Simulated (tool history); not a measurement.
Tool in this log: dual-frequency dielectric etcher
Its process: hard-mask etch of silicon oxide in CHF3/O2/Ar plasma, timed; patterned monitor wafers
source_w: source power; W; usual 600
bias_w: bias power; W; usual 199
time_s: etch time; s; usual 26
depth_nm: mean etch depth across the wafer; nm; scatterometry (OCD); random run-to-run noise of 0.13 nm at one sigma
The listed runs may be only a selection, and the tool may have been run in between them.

run    hour  source_w  bias_w  time_s  wafers since the last listed run  hours since the last wet clean  hours since the last source power generator calibration  hours since the last bias power generator calibration  hours since the last upper electrode change  hours since the gauge calibration  read-back reference wafer on the same gauge, depth_nm  depth_nm
  1       0       600     199      26                                 0                           383.3                                                   3238.6                                                 2667.8                                       2294.8                             1404.7                                                   59.2      56.6
  2    79.1       600     186      26                               887                           462.4                                                   3317.7                                                 2746.9                                       2373.9                             1483.8                                                   59.2      55.1
  3   130.8       600     186      26                               580                           514.1                                                   3369.4                                                 2798.6                                       2425.6                             1535.5                                                   59.2      55.1
      149.5  -- source power generator calibrated
  4   165.4       600     186      26                               343                           548.7                                                     15.9                                                 2833.2                                       2460.2                             1570.1                                                   59.2      54.1
      195.3  -- wet clean of the chamber
  5   202.6       600     173      26                               148                             7.3                                                     53.1                                                 2870.4                                       2497.4                             1607.3                                                   59.2      53.3
  6   247.8       600     173      26                               507                            52.5                                                     98.3                                                 2915.6                                       2542.6                             1652.5                                                   59.2      53.5
  7   293.9       600     199      26                               517                            98.6                                                    144.4                                                 2961.7                                       2588.7                             1698.6                                                   59.2      56.5
  8   324.7       600     199      26                               345                           129.4                                                    175.2                                                 2992.5                                       2619.5                             1729.4                                                   59.2      56.2
  9   388.7       460     199      26                               718                           193.4                                                    239.2                                                 3056.5                                       2683.5                             1793.4                                                   59.2        52
 10   435.8       680     199      26                               528                           240.5                                                    286.3                                                 3103.6                                       2730.6                             1840.5                                                   59.2        58
 11   478.8       600     240      26                               482                           283.5                                                    329.3                                                 3146.6                                       2773.6                             1883.5                                                   59.2      59.9
 12   512.7       600     199      26                               380                           317.4                                                    363.2                                                 3180.5                                       2807.5                             1917.4                                                   59.2      55.8
      536.7  -- bias power generator calibrated
 13   572.2       570     199      26                               622                           376.9                                                    422.7                                                   35.5                                         2867                             1976.9                                                   59.3      54.7
 14   604.5       600     199      26                               362                           409.2                                                      455                                                   67.8                                       2899.3                             2009.2                                                   59.2      55.9
      674.5  -- wet clean of the chamber
 15     675       600     199      18                               521                             0.5                                                    525.5                                                  138.3                                       2969.8                             2079.7                                                   59.2      38.7
      731.4  -- upper electrode replaced
 16   731.9       750     153    32.5                               369                            57.4                                                    582.4                                                  195.2                                          0.5                             2136.6                                                   59.2      68.6
 17   776.3       600     199      26                               498                           101.8                                                    626.8                                                  239.6                                         44.9                               2181                                                   59.2      56.2
      805.1  -- gauge calibrated
 18   808.2       600     199      29                               358                           133.7                                                    658.7                                                  271.5                                         76.8                                3.1                                                   59.2      62.5
 19   854.9       460     222      26                               524                           180.4                                                    705.4                                                  318.2                                        123.5                               49.8                                                   59.2      53.9
 20   894.4       470     182    23.5                               443                           219.9                                                    744.9                                                  357.7                                          163                               89.3                                                   59.2      45.6
 21   964.9       680     199      26                               791                           290.4                                                    815.4                                                  428.2                                        233.5                              159.8                                                   59.2      58.4
 22  1025.7       660     199      26                               682                           351.2                                                    876.2                                                    489                                        294.3                              220.6                                                   59.2      57.4
 23  1070.3       690     163      19                               500                           395.8                                                    920.8                                                  533.6                                        338.9                              265.2                                                   59.2      39.8
 24  1099.4       460     199      30                               326                           424.9                                                    949.9                                                  562.7                                          368                              294.3                                                   59.2      59.5
 25  1143.5       600     199      26                               494                             469                                                      994                                                  606.8                                        412.1                              338.4                                                   59.2      55.7
     1186.2  -- wet clean of the chamber
 26  1334.9       600     236    22.5                              1878                           148.7                                                   1185.4                                                  798.2                                        603.5                              529.8                                                   59.2      51.9
 27    1369       510     199      19                               382                           182.8                                                   1219.5                                                  832.3                                        637.6                              563.9                                                   59.2        39
 28  1399.6       670     176      31                               343                           213.4                                                   1250.1                                                  862.9                                        668.2                              594.5                                                   59.2      65.8
 29  1443.4       600     199    28.5                               491                           257.2                                                   1293.9                                                  906.7                                          712                              638.3                                                   59.2      61.2
 30  1508.7       540     199      26                               732                           322.5                                                   1359.2                                                    972                                        777.3                              703.6                                                   59.1      53.9

Branching from run 30: 4 alternative next runs. What would each branch give?
  A  1509.1       600     199    22.5                                 4                           322.9                                                   1359.6                                                  972.4                                        777.7                                704                                                      ?         ?
  B  1509.1       670     217    23.5                                 4                           322.9                                                   1359.6                                                  972.4                                        777.7                                704                                                      ?         ?
  C  1509.1       600     239      26                                 4                           322.9                                                   1359.6                                                  972.4                                        777.7                                704                                                      ?         ?
  D  1509.1       670     184    20.5                                 4                           322.9                                                   1359.6                                                  972.4                                        777.7                                704                                                      ?         ?

run  read-back reference wafer on the same gauge, depth_nm  depth_nm
  A                                                   59.2      48.3
  B                                                   59.2      53.8
  C                                                   59.2      59.7
  D                                                   59.2      44.2
Without the tool's unlogged condition, the same runs would have read:
run  depth_nm
  A      48.6
  B      54.2
  C      60.1
  D      44.5
